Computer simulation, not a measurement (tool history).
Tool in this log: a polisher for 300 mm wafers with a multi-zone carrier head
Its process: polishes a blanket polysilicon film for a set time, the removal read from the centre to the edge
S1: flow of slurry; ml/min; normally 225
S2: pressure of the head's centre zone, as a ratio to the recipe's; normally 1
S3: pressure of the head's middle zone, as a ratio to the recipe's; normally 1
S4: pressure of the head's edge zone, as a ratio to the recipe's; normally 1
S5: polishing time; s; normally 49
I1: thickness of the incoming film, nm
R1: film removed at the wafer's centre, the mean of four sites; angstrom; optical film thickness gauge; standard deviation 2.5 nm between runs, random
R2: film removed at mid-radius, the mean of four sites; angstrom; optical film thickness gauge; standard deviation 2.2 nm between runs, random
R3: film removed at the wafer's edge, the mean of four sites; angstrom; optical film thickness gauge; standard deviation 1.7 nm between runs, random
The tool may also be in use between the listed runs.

run 1 hour=0 | S1=225 S2=1 S3=1 S4=0.96 S5=54 | I1=1317.8 | R1=2157 R2=2190 R3=2199
run 2 hour=8.8 | S1=225 S2=1 S3=1 S4=0.96 S5=54 | I1=1323.7 | R1=2168 R2=2105 R3=2137
-- hour=10.9 centre zone pressure recalibrated
run 3 hour=15 | S1=285 S2=1 S3=1 S4=1 S5=62 | I1=1300.7 | R1=2524 R2=2482 R3=2533
run 4 hour=27.3 | S1=285 S2=1 S3=1 S4=1 S5=62 | I1=1327 | R1=2540 R2=2503 R3=2521
run 5 hour=39 | S1=285 S2=1 S3=1 S4=1 S5=62 | I1=1308 | R1=2488 R2=2438 R3=2458
-- hour=43.4 worn pad replaced by a new one
-- hour=54.5 carrier head's membrane replaced by a new one
run 6 hour=55 | S1=255 S2=1 S3=1 S4=1 S5=49 | I1=1319.2 | R1=2009 R2=2048 R3=2025
run 7 hour=71.2 | S1=255 S2=1 S3=1 S4=1 S5=49 | I1=1320.7 | R1=2026 R2=2002 R3=2026
run 8 hour=77.5 | S1=225 S2=1 S3=1 S4=1.04 S5=49 | I1=1319.5 | R1=1966 R2=2007 R3=2035
-- hour=90.3 slurry nozzle cleaned
run 9 hour=91.7 | S1=305 S2=1 S3=1.12 S4=1 S5=49 | I1=1328.8 | R1=2013 R2=2128 R3=2013
run 10 hour=108.6 | S1=225 S2=0.95 S3=1.08 S4=0.92 S5=43 | I1=1327.5 | R1=1625 R2=1753 R3=1647
-- hour=121.5 worn pad replaced by a new one
run 11 hour=123.1 | S1=225 S2=1 S3=1 S4=0.96 S5=54 | I1=1301.8 | R1=2200 R2=2185 R3=2212
run 12 hour=139.4 | S1=190 S2=1.07 S3=1 S4=1 S5=63 | I1=1303.7 | R1=2640 R2=2516 R3=2590
run 13 hour=151.7 | S1=225 S2=0.91 S3=1 S4=1 S5=49 | I1=1318.6 | R1=1824 R2=2002 R3=1995

Predict the results of run 14:
run 14 hour=158.2 | S1=225 S2=1 S3=1 S4=1 S5=49 | I1=1346.7 | R1=? R2=? R3=?

{"run 14": {"R1": 2024, "R2": 1976, "R3": 1980}}
With the hidden condition absent and the run-to-run variation left alone, this run would have shown R1 2055 angstrom, R2 2006 angstrom, R3 2010 angstrom.
